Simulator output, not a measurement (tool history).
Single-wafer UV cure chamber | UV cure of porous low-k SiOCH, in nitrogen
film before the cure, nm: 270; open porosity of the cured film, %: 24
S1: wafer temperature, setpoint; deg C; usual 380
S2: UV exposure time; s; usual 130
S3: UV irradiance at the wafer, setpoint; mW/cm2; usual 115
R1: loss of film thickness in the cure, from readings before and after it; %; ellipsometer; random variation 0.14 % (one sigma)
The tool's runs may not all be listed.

run   hour   S1   S2   S3      R1
  1    0.0  380  130  115   8.211
  2   33.1  380  130  115   8.067
  3   56.8  380  130  115   7.887
      74.6  -- quartz window cleaned
  4   83.4  380  130  115   8.730
  5  112.9  380  130  115   8.582
  6  136.0  380  130  115   8.431
  7  155.7  380  130  115   8.203
  8  175.2  380  130  115   8.319
  9  205.9  380  130  115   8.347
 10  234.7  391  130  115   8.409
 11  253.3  391  130  115   8.185
 12  274.7  391  130  115   8.033
 13  307.8  365  130  115   7.841
 14  336.5  380  130  115   7.833
 15  358.6  380  130  115   7.742
 16  372.7  371  130   95   6.773
 17  396.8  369  175   88   7.694
 18  415.3  392  195  135  10.551
     490.5  -- UV bulbs replaced
 19  498.7  380  130   79   8.013

The next listed run, before its measurement:
     534.4  -- quartz window cleaned
 20  534.9  380  130  115   ?

Run 20 gave R1 10.418 %.
Without the tool's hidden state the same run would have given R1 10.522 %.

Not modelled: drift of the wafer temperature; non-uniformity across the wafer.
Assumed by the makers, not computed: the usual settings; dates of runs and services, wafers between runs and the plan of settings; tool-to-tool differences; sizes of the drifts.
